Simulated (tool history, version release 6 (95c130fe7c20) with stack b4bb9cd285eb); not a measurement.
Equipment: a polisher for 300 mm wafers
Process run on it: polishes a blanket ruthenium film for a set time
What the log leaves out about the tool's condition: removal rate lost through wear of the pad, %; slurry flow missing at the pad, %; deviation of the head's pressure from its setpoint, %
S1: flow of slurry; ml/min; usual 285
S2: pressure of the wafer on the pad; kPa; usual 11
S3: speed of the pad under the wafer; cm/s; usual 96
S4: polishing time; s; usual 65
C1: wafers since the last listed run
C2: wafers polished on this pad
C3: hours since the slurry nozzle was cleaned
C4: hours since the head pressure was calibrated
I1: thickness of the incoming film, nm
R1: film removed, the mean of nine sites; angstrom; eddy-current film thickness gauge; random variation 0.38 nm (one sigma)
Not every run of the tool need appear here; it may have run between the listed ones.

{"run": 1, "day": 0.0, "S1": 285, "S2": 11, "S3": 96, "S4": 65, "C1": 0, "C2": 51, "C3": 459.5, "C4": 983.5, "I1": 614, "R1": 436}
{"run": 2, "day": 0.617, "S1": 285, "S2": 11, "S3": 96, "S4": 65, "C1": 127, "C2": 178, "C3": 474.3, "C4": 998.3, "I1": 621.2, "R1": 443}
{"run": 3, "day": 1.075, "S1": 285, "S2": 11, "S3": 96, "S4": 65, "C1": 94, "C2": 273, "C3": 485.3, "C4": 1009.3, "I1": 614.5, "R1": 434}
{"run": 4, "day": 1.462, "S1": 285, "S2": 11, "S3": 96, "S4": 65, "C1": 79, "C2": 353, "C3": 494.6, "C4": 1018.6, "I1": 612, "R1": 441}
{"run": 5, "day": 1.733, "S1": 285, "S2": 11, "S3": 96, "S4": 65, "C1": 55, "C2": 409, "C3": 501.1, "C4": 1025.1, "I1": 613.1, "R1": 440}
{"run": 6, "day": 2.417, "S1": 345, "S2": 9, "S3": 96, "S4": 65, "C1": 140, "C2": 550, "C3": 517.5, "C4": 1041.5, "I1": 622.3, "R1": 366}
{"day": 2.596, "done": "slurry nozzle cleaned"}
{"run": 7, "day": 3.058, "S1": 285, "S2": 11, "S3": 96, "S4": 65, "C1": 123, "C2": 673, "C3": 11.1, "C4": 1056.9, "I1": 623.7, "R1": 458}
{"run": 8, "day": 3.662, "S1": 285, "S2": 11, "S3": 96, "S4": 65, "C1": 124, "C2": 798, "C3": 25.6, "C4": 1071.4, "I1": 622.3, "R1": 467}
{"run": 9, "day": 4.179, "S1": 285, "S2": 13.1, "S3": 96, "S4": 65, "C1": 106, "C2": 904, "C3": 38, "C4": 1083.8, "I1": 623, "R1": 545}
{"run": 10, "day": 4.575, "S1": 285, "S2": 13.1, "S3": 96, "S4": 65, "C1": 81, "C2": 986, "C3": 47.5, "C4": 1093.3, "I1": 627.1, "R1": 554}
{"day": 4.792, "done": "head pressure recalibrated"}
{"run": 11, "day": 4.9, "S1": 285, "S2": 11, "S3": 96, "S4": 48, "C1": 49, "C2": 1036, "C3": 55.3, "C4": 2.6, "I1": 621.3, "R1": 340}
{"day": 5.571, "done": "worn pad replaced by a new one"}
{"run": 12, "day": 6.658, "S1": 320, "S2": 11, "S3": 96, "S4": 65, "C1": 328, "C2": 224, "C3": 97.5, "C4": 44.8, "I1": 619.5, "R1": 461}
{"run": 13, "day": 7.279, "S1": 320, "S2": 11, "S3": 96, "S4": 65, "C1": 127, "C2": 352, "C3": 112.4, "C4": 59.7, "I1": 622.5, "R1": 466}
{"run": 14, "day": 7.875, "S1": 215, "S2": 11, "S3": 84, "S4": 42, "C1": 122, "C2": 475, "C3": 126.7, "C4": 74, "I1": 618.5, "R1": 260}
{"run": 15, "day": 8.329, "S1": 285, "S2": 7.6, "S3": 96, "S4": 65, "C1": 93, "C2": 568, "C3": 137.6, "C4": 84.9, "I1": 621.3, "R1": 307}
{"run": 16, "day": 8.883, "S1": 285, "S2": 11, "S3": 96, "S4": 65, "C1": 114, "C2": 683, "C3": 150.9, "C4": 98.2, "I1": 621, "R1": 450}
{"run": 17, "day": 9.262, "S1": 285, "S2": 11, "S3": 96, "S4": 56, "C1": 78, "C2": 761, "C3": 160, "C4": 107.3, "I1": 623.5, "R1": 395}
{"run": 18, "day": 9.521, "S1": 285, "S2": 9.7, "S3": 96, "S4": 57, "C1": 53, "C2": 814, "C3": 166.2, "C4": 113.5, "I1": 610.4, "R1": 344}
{"run": 19, "day": 10.183, "S1": 285, "S2": 11, "S3": 96, "S4": 65, "C1": 136, "C2": 951, "C3": 182.1, "C4": 129.4, "I1": 625.3, "R1": 457}
{"run": 20, "day": 10.492, "S1": 255, "S2": 8.3, "S3": 96, "S4": 65, "C1": 63, "C2": 1014, "C3": 189.5, "C4": 136.8, "I1": 618.8, "R1": 334}
{"run": 21, "day": 11.154, "S1": 285, "S2": 11, "S3": 96, "S4": 65, "C1": 136, "C2": 1151, "C3": 205.4, "C4": 152.7, "I1": 623.4, "R1": 447}
{"day": 11.667, "done": "worn pad replaced by a new one"}
{"run": 22, "day": 11.688, "S1": 285, "S2": 11, "S3": 112, "S4": 65, "C1": 75, "C2": 4, "C3": 218.2, "C4": 165.5, "I1": 617.1, "R1": 507}
{"run": 23, "day": 12.029, "S1": 230, "S2": 13.8, "S3": 72, "S4": 84, "C1": 70, "C2": 74, "C3": 226.4, "C4": 173.7, "I1": 629.2, "R1": 568}
{"run": 24, "day": 12.317, "S1": 285, "S2": 11, "S3": 96, "S4": 65, "C1": 59, "C2": 133, "C3": 233.3, "C4": 180.6, "I1": 609.8, "R1": 447}
{"run": 25, "day": 12.642, "S1": 285, "S2": 11, "S3": 96, "S4": 65, "C1": 67, "C2": 200, "C3": 241.1, "C4": 188.4, "I1": 617.9, "R1": 446}
{"run": 26, "day": 12.892, "S1": 250, "S2": 11, "S3": 66, "S4": 65, "C1": 51, "C2": 252, "C3": 247.1, "C4": 194.4, "I1": 631, "R1": 337}
{"run": 27, "day": 13.171, "S1": 285, "S2": 11, "S3": 114, "S4": 50, "C1": 57, "C2": 309, "C3": 253.8, "C4": 201.1, "I1": 624.1, "R1": 392}
{"run": 28, "day": 13.512, "S1": 285, "S2": 11, "S3": 96, "S4": 65, "C1": 70, "C2": 380, "C3": 262, "C4": 209.3, "I1": 618.5, "R1": 446}
{"run": 29, "day": 13.779, "S1": 285, "S2": 11, "S3": 96, "S4": 65, "C1": 54, "C2": 435, "C3": 268.4, "C4": 215.7, "I1": 617.3, "R1": 447}
{"run": 30, "day": 14.112, "S1": 285, "S2": 12.4, "S3": 96, "S4": 51, "C1": 68, "C2": 504, "C3": 276.4, "C4": 223.7, "I1": 619.9, "R1": 394}
{"run": 31, "day": 14.483, "S1": 285, "S2": 12.4, "S3": 96, "S4": 77, "C1": 76, "C2": 580, "C3": 285.3, "C4": 232.6, "I1": 624.7, "R1": 598}
{"run": 32, "day": 15.075, "S1": 210, "S2": 11, "S3": 116, "S4": 65, "C1": 121, "C2": 702, "C3": 299.5, "C4": 246.8, "I1": 611, "R1": 494}
{"run": 33, "day": 15.408, "S1": 190, "S2": 6.9, "S3": 108, "S4": 86, "C1": 68, "C2": 771, "C3": 307.5, "C4": 254.8, "I1": 623.6, "R1": 382}
{"run": 34, "day": 16.108, "S1": 285, "S2": 11, "S3": 96, "S4": 65, "C1": 144, "C2": 915, "C3": 324.3, "C4": 271.6, "I1": 609.6, "R1": 443}
{"run": 35, "day": 16.571, "S1": 285, "S2": 13.1, "S3": 72, "S4": 52, "C1": 95, "C2": 1010, "C3": 335.4, "C4": 282.7, "I1": 621.4, "R1": 341}
{"run": 36, "day": 17.108, "S1": 240, "S2": 7.6, "S3": 80, "S4": 87, "C1": 110, "C2": 1121, "C3": 348.3, "C4": 295.6, "I1": 617.3, "R1": 342}
{"run": 37, "day": 17.542, "S1": 285, "S2": 11, "S3": 96, "S4": 65, "C1": 89, "C2": 1211, "C3": 358.7, "C4": 306, "I1": 614.4, "R1": 443}

For each run, the measured value with the value that run would have given without the tool's hidden condition subtracted. The run-to-run variation is shared by both, the gauge scatter possibly not:
run=1 R1=-25
run=2 R1=-25
run=3 R1=-25
run=4 R1=-26
run=5 R1=-26
run=6 R1=-18
run=7 R1=-3
run=8 R1=-4
run=9 R1=-6
run=10 R1=-8
run=11 R1=-5
run=12 R1=-9
run=13 R1=-11
run=14 R1=-9
run=15 R1=-9
run=16 R1=-13
run=17 R1=-12
run=18 R1=-11
run=19 R1=-16
run=20 R1=-13
run=21 R1=-17
run=22 R1=-20
run=23 R1=-27
run=24 R1=-19
run=25 R1=-18
run=26 R1=-16
run=27 R1=-17
run=28 R1=-19
run=29 R1=-20
run=30 R1=-18
run=31 R1=-28
run=32 R1=-31
run=33 R1=-27
run=34 R1=-23
run=35 R1=-18
run=36 R1=-21
run=37 R1=-23
